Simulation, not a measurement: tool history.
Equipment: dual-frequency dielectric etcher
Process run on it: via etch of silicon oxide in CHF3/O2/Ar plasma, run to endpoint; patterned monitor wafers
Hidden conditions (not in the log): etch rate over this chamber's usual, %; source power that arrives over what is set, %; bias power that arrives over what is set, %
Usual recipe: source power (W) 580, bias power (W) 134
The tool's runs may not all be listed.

run	hour	source power (W)	bias power (W)	wafers since the last listed run	hours since the last wet clean	hours since the last source power generator calibration	hours since the last bias power generator calibration	hours since the last upper electrode change	incoming incoming film thickness, nm	endpoint time (s)
1	0.0	620	125	0	315.4	2388.5	3002.3	5379.0	664.2	342.6
2	22.7	620	125	147	338.1	2411.2	3025.0	5401.7	672.3	347.9
3	35.9	620	125	85	351.3	2424.4	3038.2	5414.9	672.5	348.3
4	50.0	580	114	91	365.4	2438.5	3052.3	5429.0	665.2	364.9
5	69.0	580	114	123	384.4	2457.5	3071.3	5448.0	666.5	366.1
6	92.8	580	134	154	408.2	2481.3	3095.1	5471.8	662.2	340.2
# hour 121.2: upper electrode replaced
7	121.7	540	134	31	437.1	2510.2	3124.0	0.5	670.8	355.7
8	129.0	580	116	47	444.4	2517.5	3131.3	7.8	665.3	363.5
9	152.2	700	120	151	467.6	2540.7	3154.5	31.0	667.6	337.4
# hour 166.7: source power generator calibrated
10	174.3	490	154	117	489.7	7.6	3176.6	53.1	664.2	341.7
11	205.3	580	134	201	520.7	38.6	3207.6	84.1	671.3	348.6
# hour 245.6: wet clean of the chamber
# hour 248.2: bias power generator calibrated
12	248.7	580	134	109	3.1	82.0	0.5	127.5	666.3	339.4
13	252.6	660	156	25	7.0	85.9	4.4	131.4	667.6	305.1
14	282.6	490	152	195	37.0	115.9	34.4	161.4	666.5	339.4
15	316.7	580	134	222	71.1	150.0	68.5	195.5	680.1	346.3

What was the tool's hidden state at every run in the log?
source power that arrives over what is set, %: 0, the same for each run
bias power that arrives over what is set, %: 0, the same for each run
H1: etch rate over this chamber's usual, %
run	H1
1	-1.12
2	-1.21
3	-1.26
4	-1.31
5	-1.38
6	-1.47
7	-1.59
8	-1.61
9	-1.7
10	-1.79
11	-1.91
12	-0.109
13	-0.123
14	-0.238
15	-0.369

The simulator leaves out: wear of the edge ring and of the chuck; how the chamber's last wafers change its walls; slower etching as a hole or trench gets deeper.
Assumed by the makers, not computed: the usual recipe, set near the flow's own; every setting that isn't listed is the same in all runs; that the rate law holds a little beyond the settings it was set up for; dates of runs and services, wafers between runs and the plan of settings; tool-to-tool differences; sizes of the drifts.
